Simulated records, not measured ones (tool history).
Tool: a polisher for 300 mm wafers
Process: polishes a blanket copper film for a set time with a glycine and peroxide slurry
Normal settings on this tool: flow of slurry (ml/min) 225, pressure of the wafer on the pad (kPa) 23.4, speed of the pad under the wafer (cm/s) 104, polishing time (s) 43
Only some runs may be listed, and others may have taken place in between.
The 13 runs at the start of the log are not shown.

| run | hour | flow of slurry (ml/min) | pressure of the wafer on the pad (kPa) | speed of the pad under the wafer (cm/s) | polishing time (s) | incoming thickness of the incoming film, nm | film removed (nm) |
|---|---|---|---|---|---|---|---|
| 14 | 326.4 | 225 | 23.4 | 104 | 43 | 1028.9 | 273.3 |
| 15 | 351.6 | 225 | 29.6 | 104 | 43 | 1071.3 | 308 |
|  | 361.4 | slurry nozzle cleaned |
| 16 | 383.3 | 225 | 23.4 | 90 | 43 | 1060.1 | 228.9 |
| 17 | 396.9 | 285 | 23.4 | 90 | 43 | 1052.4 | 228 |
| 18 | 413.3 | 285 | 23.4 | 90 | 43 | 1036.5 | 230.8 |
| 19 | 442.1 | 155 | 27.6 | 132 | 39 | 1064.6 | 290.6 |
| 20 | 458.7 | 190 | 23.4 | 80 | 56 | 1060.3 | 262 |
|  | 468.4 | worn pad replaced by a new one |
| 21 | 473 | 225 | 23.4 | 104 | 43 | 1056.1 | 281.5 |
|  | 477.3 | head pressure recalibrated |
| 22 | 502.8 | 285 | 23.4 | 104 | 43 | 1043.6 | 272.6 |
| 23 | 515.4 | 270 | 23.4 | 74 | 43 | 1063.7 | 202 |
| 24 | 533.4 | 225 | 17.2 | 68 | 43 | 1049.9 | 157.4 |
| 25 | 551 | 225 | 23.4 | 82 | 49 | 1051.9 | 239.9 |
| 26 | 581.6 | 150 | 23.4 | 88 | 43 | 1050.7 | 208.7 |
| 27 | 598.1 | 225 | 23.4 | 104 | 43 | 1044.4 | 251.3 |
| 28 | 622 | 155 | 16.5 | 104 | 43 | 1041.3 | 191.7 |
|  | 635.7 | worn pad replaced by a new one |
| 29 | 647.5 | 225 | 23.4 | 104 | 43 | 1056.8 | 271.6 |
| 30 | 673.5 | 200 | 23.4 | 114 | 29 | 1034.9 | 193.1 |
| 31 | 703 | 225 | 23.4 | 104 | 33 | 1072 | 200.7 |
| 32 | 716.8 | 225 | 23.4 | 80 | 49 | 1051.7 | 242.1 |
| 33 | 730.1 | 265 | 23.4 | 104 | 43 | 1058.9 | 252.7 |
| 34 | 746.4 | 225 | 23.4 | 104 | 43 | 1049.4 | 250.2 |
| 35 | 811.7 | 260 | 23.4 | 72 | 43 | 1043.6 | 189.7 |
|  | 820.1 | worn pad replaced by a new one |
| 36 | 838.2 | 225 | 23.4 | 116 | 43 | 1053.7 | 308.8 |

What if the next run were any one of these 5? Each begins from the tool's condition after run 36:
| A | 838.6 | 225 | 23.4 | 104 | 43 | 1059.6 | ? |
| B | 838.6 | 260 | 23.4 | 90 | 56 | 1059.6 | ? |
| C | 838.6 | 225 | 18.6 | 70 | 43 | 1059.6 | ? |
| D | 838.6 | 225 | 18.6 | 118 | 50 | 1059.6 | ? |
| E | 838.6 | 285 | 23.4 | 104 | 51 | 1059.6 | ? |

| run | film removed (nm) |
|---|---|
| A | 271.5 |
| B | 320.3 |
| C | 175.7 |
| D | 302 |
| E | 329.3 |
With the hidden condition removed and each run's random variation left untouched, the same runs would have given:
| run | film removed (nm) |
|---|---|
| A | 281.9 |
| B | 332.5 |
| C | 182.4 |
| D | 313.5 |
| E | 341.9 |
